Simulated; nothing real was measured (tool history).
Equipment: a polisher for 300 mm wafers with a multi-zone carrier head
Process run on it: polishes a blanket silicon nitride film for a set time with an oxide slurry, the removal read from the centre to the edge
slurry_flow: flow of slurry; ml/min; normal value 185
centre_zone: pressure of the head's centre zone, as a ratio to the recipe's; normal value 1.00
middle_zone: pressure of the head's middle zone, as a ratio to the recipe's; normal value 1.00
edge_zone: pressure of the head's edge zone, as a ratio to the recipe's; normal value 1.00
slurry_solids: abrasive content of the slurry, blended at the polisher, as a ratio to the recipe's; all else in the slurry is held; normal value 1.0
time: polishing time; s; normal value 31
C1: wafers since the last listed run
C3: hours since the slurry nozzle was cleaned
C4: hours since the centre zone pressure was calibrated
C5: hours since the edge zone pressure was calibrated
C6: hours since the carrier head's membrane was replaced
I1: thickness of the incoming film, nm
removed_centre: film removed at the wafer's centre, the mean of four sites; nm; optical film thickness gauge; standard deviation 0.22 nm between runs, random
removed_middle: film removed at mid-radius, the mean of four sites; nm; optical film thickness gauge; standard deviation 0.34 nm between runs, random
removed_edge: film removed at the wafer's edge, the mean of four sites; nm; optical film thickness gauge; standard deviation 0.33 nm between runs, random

{"run": 1, "hour": 0.0, "slurry_flow": 185, "centre_zone": 1.0, "middle_zone": 1.0, "edge_zone": 1.0, "slurry_solids": 1.0, "time": 31, "C1": 0, "wafers polished on this pad": 809, "C3": 409.7, "C4": 465.5, "C5": 404.3, "C6": 179.8, "I1": 608.7, "removed_centre": 24.8, "removed_middle": 25.3, "removed_edge": 26.3}
{"hour": 78.2, "done": "slurry nozzle cleaned"}
{"run": 2, "hour": 85.0, "slurry_flow": 185, "centre_zone": 1.0, "middle_zone": 1.0, "edge_zone": 1.0, "slurry_solids": 1.0, "time": 31, "C1": 621, "wafers polished on this pad": 1430, "C3": 6.8, "C4": 550.5, "C5": 489.3, "C6": 264.8, "I1": 613.4, "removed_centre": 24.8, "removed_middle": 25.8, "removed_edge": 25.8}
{"run": 3, "hour": 139.5, "slurry_flow": 185, "centre_zone": 1.0, "middle_zone": 1.0, "edge_zone": 1.0, "slurry_solids": 1.0, "time": 31, "C1": 403, "wafers polished on this pad": 1834, "C3": 61.3, "C4": 605.0, "C5": 543.8, "C6": 319.3, "I1": 618.0, "removed_centre": 25.0, "removed_middle": 26.4, "removed_edge": 26.6}
{"hour": 189.6, "done": "worn pad replaced by a new one"}
{"hour": 310.9, "done": "edge zone pressure recalibrated"}
{"run": 4, "hour": 340.0, "slurry_flow": 185, "centre_zone": 1.0, "middle_zone": 1.0, "edge_zone": 1.0, "slurry_solids": 1.0, "time": 31, "C1": 1439, "wafers polished on this pad": 1097, "C3": 261.8, "C4": 805.5, "C5": 29.1, "C6": 519.8, "I1": 614.7, "removed_centre": 24.7, "removed_middle": 26.2, "removed_edge": 25.4}
{"run": 5, "hour": 418.8, "slurry_flow": 185, "centre_zone": 1.0, "middle_zone": 1.0, "edge_zone": 1.0, "slurry_solids": 1.0, "time": 31, "C1": 583, "wafers polished on this pad": 1681, "C3": 340.6, "C4": 884.3, "C5": 107.9, "C6": 598.6, "I1": 612.6, "removed_centre": 24.7, "removed_middle": 25.3, "removed_edge": 25.8}
{"hour": 470.4, "done": "worn pad replaced by a new one"}
{"run": 6, "hour": 506.7, "slurry_flow": 185, "centre_zone": 1.0, "middle_zone": 1.0, "edge_zone": 1.0, "slurry_solids": 1.0, "time": 31, "C1": 620, "wafers polished on this pad": 268, "C3": 428.5, "C4": 972.2, "C5": 195.8, "C6": 686.5, "I1": 598.6, "removed_centre": 24.2, "removed_middle": 24.9, "removed_edge": 25.1}
{"hour": 582.0, "done": "centre zone pressure recalibrated"}
{"run": 7, "hour": 675.9, "slurry_flow": 185, "centre_zone": 1.0, "middle_zone": 1.0, "edge_zone": 1.0, "slurry_solids": 1.0, "time": 31, "C1": 1237, "wafers polished on this pad": 1506, "C3": 597.7, "C4": 93.9, "C5": 365.0, "C6": 855.7, "I1": 602.2, "removed_centre": 23.0, "removed_middle": 24.4, "removed_edge": 24.7}
{"hour": 678.5, "done": "slurry nozzle cleaned"}
{"hour": 817.2, "done": "worn pad replaced by a new one"}
{"hour": 856.4, "done": "edge zone pressure recalibrated"}
{"hour": 859.3, "done": "carrier head's membrane replaced by a new one"}
{"run": 8, "hour": 885.8, "slurry_flow": 185, "centre_zone": 1.0, "middle_zone": 1.0, "edge_zone": 1.0, "slurry_solids": 1.0, "time": 31, "C1": 1479, "wafers polished on this pad": 471, "C3": 207.3, "C4": 303.8, "C5": 29.4, "C6": 26.5, "I1": 608.3, "removed_centre": 22.1, "removed_middle": 23.1, "removed_edge": 23.5}
{"run": 9, "hour": 975.3, "slurry_flow": 185, "centre_zone": 1.0, "middle_zone": 1.0, "edge_zone": 1.0, "slurry_solids": 1.0, "time": 31, "C1": 662, "wafers polished on this pad": 1133, "C3": 296.8, "C4": 393.3, "C5": 118.9, "C6": 116.0, "I1": 603.8, "removed_centre": 21.7, "removed_middle": 22.7, "removed_edge": 23.5}
{"run": 10, "hour": 1025.8, "slurry_flow": 185, "centre_zone": 1.1, "middle_zone": 1.0, "edge_zone": 1.0, "slurry_solids": 1.0, "time": 31, "C1": 373, "wafers polished on this pad": 1507, "C3": 347.3, "C4": 443.8, "C5": 169.4, "C6": 166.5, "I1": 610.6, "removed_centre": 23.5, "removed_middle": 22.5, "removed_edge": 23.2}
{"hour": 1033.6, "done": "slurry nozzle cleaned, repeated, since the last time left the tool worse"}
{"run": 11, "hour": 1068.8, "slurry_flow": 185, "centre_zone": 1.0, "middle_zone": 1.0, "edge_zone": 1.0, "slurry_solids": 1.2, "time": 31, "C1": 310, "wafers polished on this pad": 1817, "C3": 35.2, "C4": 486.8, "C5": 212.4, "C6": 209.5, "I1": 609.3, "removed_centre": 26.5, "removed_middle": 27.5, "removed_edge": 27.8}
{"hour": 1104.9, "done": "worn pad replaced by a new one"}
{"run": 12, "hour": 1160.0, "slurry_flow": 185, "centre_zone": 1.0, "middle_zone": 1.0, "edge_zone": 1.0, "slurry_solids": 0.8, "time": 34, "C1": 645, "wafers polished on this pad": 407, "C3": 126.4, "C4": 578.0, "C5": 303.6, "C6": 300.7, "I1": 605.5, "removed_centre": 25.2, "removed_middle": 26.6, "removed_edge": 26.8}
{"run": 13, "hour": 1257.3, "slurry_flow": 185, "centre_zone": 1.0, "middle_zone": 1.0, "edge_zone": 1.0, "slurry_solids": 0.7, "time": 38, "C1": 720, "wafers polished on this pad": 1127, "C3": 223.7, "C4": 675.3, "C5": 400.9, "C6": 398.0, "I1": 604.1, "removed_centre": 26.5, "removed_middle": 27.2, "removed_edge": 27.1}
{"run": 14, "hour": 1343.5, "slurry_flow": 185, "centre_zone": 1.0, "middle_zone": 1.04, "edge_zone": 0.96, "slurry_solids": 0.8, "time": 35, "C1": 637, "wafers polished on this pad": 1765, "C3": 309.9, "C4": 761.5, "C5": 487.1, "C6": 484.2, "I1": 611.7, "removed_centre": 25.2, "removed_middle": 26.7, "removed_edge": 25.6}
{"hour": 1389.7, "done": "worn pad replaced by a new one"}
{"run": 15, "hour": 1410.7, "slurry_flow": 155, "centre_zone": 1.1, "middle_zone": 1.03, "edge_zone": 1.0, "slurry_solids": 1.0, "time": 31, "C1": 467, "wafers polished on this pad": 155, "C3": 377.1, "C4": 828.7, "C5": 554.3, "C6": 551.4, "I1": 615.7, "removed_centre": 25.6, "removed_middle": 25.3, "removed_edge": 25.5}
{"hour": 1449.0, "done": "centre zone pressure recalibrated"}
{"hour": 1466.1, "done": "edge zone pressure recalibrated"}
{"run": 16, "hour": 1482.5, "slurry_flow": 185, "centre_zone": 1.0, "middle_zone": 1.0, "edge_zone": 1.0, "slurry_solids": 1.0, "time": 31, "C1": 501, "wafers polished on this pad": 656, "C3": 448.9, "C4": 33.5, "C5": 16.4, "C6": 623.2, "I1": 604.5, "removed_centre": 23.9, "removed_middle": 25.7, "removed_edge": 25.0}
{"run": 17, "hour": 1537.0, "slurry_flow": 185, "centre_zone": 1.0, "middle_zone": 1.0, "edge_zone": 1.0, "slurry_solids": 1.0, "time": 31, "C1": 403, "wafers polished on this pad": 1060, "C3": 503.4, "C4": 88.0, "C5": 70.9, "C6": 677.7, "I1": 601.2, "removed_centre": 23.9, "removed_middle": 24.8, "removed_edge": 24.8}
{"run": 18, "hour": 1644.1, "slurry_flow": 185, "centre_zone": 0.91, "middle_zone": 1.0, "edge_zone": 0.92, "slurry_solids": 1.0, "time": 24, "C1": 792, "wafers polished on this pad": 1852, "C3": 610.5, "C4": 195.1, "C5": 178.0, "C6": 784.8, "I1": 608.2, "removed_centre": 16.6, "removed_middle": 18.8, "removed_edge": 18.8}

How would selected steps in removed_centre from run to run divide? Give the signed amount a tool lacking its hidden state would still show from settings, what came in and random variation, and the signed amount left for the hidden state, including any gauge scatter that is not in both of the compared results.
Hidden conditions of the tool in this case: removal rate lost through wear of the pad, %; slurry flow missing at the pad, %; deviation of the centre zone's pressure from its setpoint, %; deviation of the edge zone's pressure from its setpoint, %.
Run 10 -> 11: centre_zone 1.10 -> 1.00, slurry_solids 1.0 -> 1.2, slurry nozzle cleaned, repeated, since the last time left the tool worse. removed_centre +3.0 nm: hidden state +4.0, all else -1.0.
Run 17 -> 18: centre_zone 1.00 -> 0.91, edge_zone 1.00 -> 0.92, time 31 -> 24. removed_centre -7.3 nm: hidden state -0.2, all else -7.1.

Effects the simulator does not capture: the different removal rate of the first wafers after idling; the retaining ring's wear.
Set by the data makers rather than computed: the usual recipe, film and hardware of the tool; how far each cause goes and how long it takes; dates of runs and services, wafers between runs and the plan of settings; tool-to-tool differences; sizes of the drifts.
